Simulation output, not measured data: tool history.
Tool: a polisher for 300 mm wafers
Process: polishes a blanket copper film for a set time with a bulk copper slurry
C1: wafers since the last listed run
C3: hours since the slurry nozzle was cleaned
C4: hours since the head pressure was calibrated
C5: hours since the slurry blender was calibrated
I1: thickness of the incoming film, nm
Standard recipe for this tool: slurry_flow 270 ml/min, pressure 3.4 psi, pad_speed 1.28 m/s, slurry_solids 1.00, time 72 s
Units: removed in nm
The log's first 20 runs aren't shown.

Run 21, hour 271.6: usual settings; C1 102; wafers polished on this pad 238; C3 46.8; C4 119.7; C5 86.9; I1 3432.2. Result: removed 1141.8 nm.
Run 22, hour 278.5: usual settings but slurry_flow 305 ml/min; C1 56; wafers polished on this pad 294; C3 53.7; C4 126.6; C5 93.8; I1 3403.1. Result: removed 1136.3 nm.
Run 23, hour 289.4: usual settings but slurry_flow 325 ml/min, time 62 s; C1 88; wafers polished on this pad 383; C3 64.6; C4 137.5; C5 104.7; I1 3408.9. Result: removed 991.0 nm.
Run 24, hour 305.5: usual settings but time 94 s; C1 131; wafers polished on this pad 514; C3 80.7; C4 153.6; C5 120.8; I1 3424.4. Result: removed 1455.9 nm.
At hour 316.6: worn pad replaced by a new one.
Run 25, hour 322.2: usual settings but pressure 3.8 psi; C1 103; wafers polished on this pad 45; C3 97.4; C4 170.3; C5 137.5; I1 3351.1. Result: removed 1219.5 nm.
Run 26, hour 336.4: usual settings but slurry_flow 230 ml/min, pad_speed 1.44 m/s, slurry_solids 0.80; C1 115; wafers polished on this pad 160; C3 111.6; C4 184.5; C5 151.7; I1 3390.2. Result: removed 1151.6 nm.
Run 27, hour 345.0: usual settings but slurry_flow 340 ml/min, pressure 4.4 psi, pad_speed 1.02 m/s, slurry_solids 0.80; C1 70; wafers polished on this pad 230; C3 120.2; C4 193.1; C5 160.3; I1 3421.1. Result: removed 1154.7 nm.
Run 28, hour 356.4: usual settings; C1 92; wafers polished on this pad 323; C3 131.6; C4 204.5; C5 171.7; I1 3392.8. Result: removed 1106.7 nm.
Run 29, hour 364.5: usual settings; C1 65; wafers polished on this pad 389; C3 139.7; C4 212.6; C5 179.8; I1 3371.5. Result: removed 1119.9 nm.
Run 30, hour 381.1: usual settings but slurry_flow 210 ml/min, pressure 4.4 psi, pad_speed 0.96 m/s; C1 135; wafers polished on this pad 524; C3 156.3; C4 229.2; C5 196.4; I1 3398.0. Result: removed 1087.1 nm.

Forecast each of these 4 alternatives for the next run:
Run A, hour 381.6: usual settings but slurry_solids 1.25; C1 4; wafers polished on this pad 528; C3 156.8; C4 229.7; C5 196.9; I1 3397.0. Result: removed ?.
Run B, hour 381.6: usual settings but slurry_solids 0.85, time 55 s; C1 4; wafers polished on this pad 528; C3 156.8; C4 229.7; C5 196.9; I1 3397.0. Result: removed ?.
Run C, hour 381.6: usual settings but slurry_solids 0.90; C1 4; wafers polished on this pad 528; C3 156.8; C4 229.7; C5 196.9; I1 3397.0. Result: removed ?.
Run D, hour 381.6: usual settings but slurry_flow 325 ml/min, time 48 s; C1 4; wafers polished on this pad 528; C3 156.8; C4 229.7; C5 196.9; I1 3397.0. Result: removed ?.

run  removed
  A   1164.1
  B    833.0
  C   1100.5
  D    760.4
Without the tool's hidden state the same runs would have given:
run  removed
  A   1243.6
  B    887.6
  C   1173.2
  D    811.1
